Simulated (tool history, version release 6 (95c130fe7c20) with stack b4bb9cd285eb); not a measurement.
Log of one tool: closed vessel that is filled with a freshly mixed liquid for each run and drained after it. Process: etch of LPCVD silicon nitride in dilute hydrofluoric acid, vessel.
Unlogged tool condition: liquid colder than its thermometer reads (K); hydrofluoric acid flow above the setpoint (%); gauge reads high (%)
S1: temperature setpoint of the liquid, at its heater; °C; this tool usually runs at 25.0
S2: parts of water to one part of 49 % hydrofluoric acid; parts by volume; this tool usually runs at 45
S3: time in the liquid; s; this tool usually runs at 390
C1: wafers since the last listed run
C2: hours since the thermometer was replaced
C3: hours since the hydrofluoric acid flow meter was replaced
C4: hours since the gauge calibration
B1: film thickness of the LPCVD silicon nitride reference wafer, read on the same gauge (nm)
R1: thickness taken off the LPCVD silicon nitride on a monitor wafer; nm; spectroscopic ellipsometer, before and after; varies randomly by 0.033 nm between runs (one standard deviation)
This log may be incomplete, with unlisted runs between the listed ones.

run	day	S1	S2	S3	C1	C2	C3	C4	B1	R1
1	0.000	25.0	45	390	0	775.0	927.5	931.9	69.959	4.423
2	2.267	25.0	45	390	5128	829.4	981.9	986.3	69.961	4.332
3	3.283	25.0	45	390	2300	853.8	1006.3	1010.7	69.971	4.419
4	3.800	25.0	45	390	1168	866.2	1018.7	1023.1	70.007	4.405
5	4.608	25.0	45	390	1828	885.6	1038.1	1042.5	69.987	4.380
6	5.496	25.0	45	390	2008	906.9	1059.4	1063.8	69.953	4.478
7	6.942	25.0	45	390	3271	941.6	1094.1	1098.5	70.019	4.363
8	7.933	25.0	45	390	2243	965.4	1117.9	1122.3	69.969	4.383
9	9.950	25.0	50	610	4562	1013.8	1166.3	1170.7	69.974	6.192
10	11.167	25.0	50	610	2752	1043.0	1195.5	1199.9	70.002	6.217
# day 11.192: gauge calibrated
11	11.792	25.0	45	390	1414	1058.0	1210.5	14.4	70.028	4.428
12	12.679	29.0	35	540	2008	1079.3	1231.8	35.7	70.026	10.185
13	13.283	26.5	45	205	1366	1093.8	1246.3	50.2	70.033	2.573
# day 13.838: thermometer replaced
14	15.979	25.0	45	390	6005	51.4	1311.0	114.9	69.978	4.414
15	16.633	27.5	35	390	1480	67.1	1326.7	130.6	70.012	6.652
16	17.483	21.0	35	390	1923	87.5	1347.1	151.0	70.018	4.256
17	18.804	23.5	40	225	2988	119.2	1378.8	182.7	70.006	2.582
18	20.104	25.0	45	390	2941	150.4	1410.0	213.9	69.952	4.430
19	21.158	20.5	45	390	2385	175.7	1435.3	239.2	69.978	3.228

Expected results for the next run?
# day 21.638: hydrofluoric acid flow meter replaced
20	21.825	29.0	45	530	1414	191.7	4.5	255.2	?	?

B1: 69.977
R1: 7.696 nm
Were there no unlogged condition in the tool, this run, its random variation unchanged, would have produced R1 7.696 nm.

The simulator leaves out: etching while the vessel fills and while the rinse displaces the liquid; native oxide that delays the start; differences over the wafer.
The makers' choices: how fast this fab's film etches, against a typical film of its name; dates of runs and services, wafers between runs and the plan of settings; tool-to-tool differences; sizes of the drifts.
